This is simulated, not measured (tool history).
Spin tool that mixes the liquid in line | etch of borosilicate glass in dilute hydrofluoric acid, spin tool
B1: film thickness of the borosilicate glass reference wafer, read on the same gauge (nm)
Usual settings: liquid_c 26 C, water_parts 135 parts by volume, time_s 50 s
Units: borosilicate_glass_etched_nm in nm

run 1 hour=0 | liquid_c=26 water_parts=135 time_s=70 | B1=71.22 | borosilicate_glass_etched_nm=18.16
run 2 hour=82.9 | liquid_c=26 water_parts=135 time_s=70 | B1=71.71 | borosilicate_glass_etched_nm=18.45
-- hour=112.1 gauge calibrated
run 3 hour=147.9 | liquid_c=26 water_parts=135 time_s=70 | B1=70.1 | borosilicate_glass_etched_nm=18.17
run 4 hour=255.1 | liquid_c=26 water_parts=135 time_s=50 | B1=70.19 | borosilicate_glass_etched_nm=12.96
run 5 hour=351.7 | liquid_c=26 water_parts=135 time_s=50 | B1=70.37 | borosilicate_glass_etched_nm=12.78
-- hour=385.6 thermometer replaced
run 6 hour=425.9 | liquid_c=26 water_parts=135 time_s=50 | B1=70.55 | borosilicate_glass_etched_nm=13.12
run 7 hour=483.4 | liquid_c=26 water_parts=135 time_s=50 | B1=70.77 | borosilicate_glass_etched_nm=13
run 8 hour=558.1 | liquid_c=23 water_parts=170 time_s=50 | B1=71.08 | borosilicate_glass_etched_nm=8.95
run 9 hour=620.7 | liquid_c=26 water_parts=135 time_s=70 | B1=71.36 | borosilicate_glass_etched_nm=18.32
run 10 hour=661.6 | liquid_c=26 water_parts=135 time_s=50 | B1=71.58 | borosilicate_glass_etched_nm=13.07

The next listed run, before its measurement:
-- hour=689.7 hydrofluoric acid flow meter replaced
run 11 hour=698.5 | liquid_c=26 water_parts=155 time_s=50 | B1=? | borosilicate_glass_etched_nm=?

{"run 11": {"B1": 71.78, "borosilicate_glass_etched_nm": 11.23}}
Without the tool's hidden state the same run would have given borosilicate_glass_etched_nm 10.95 nm.
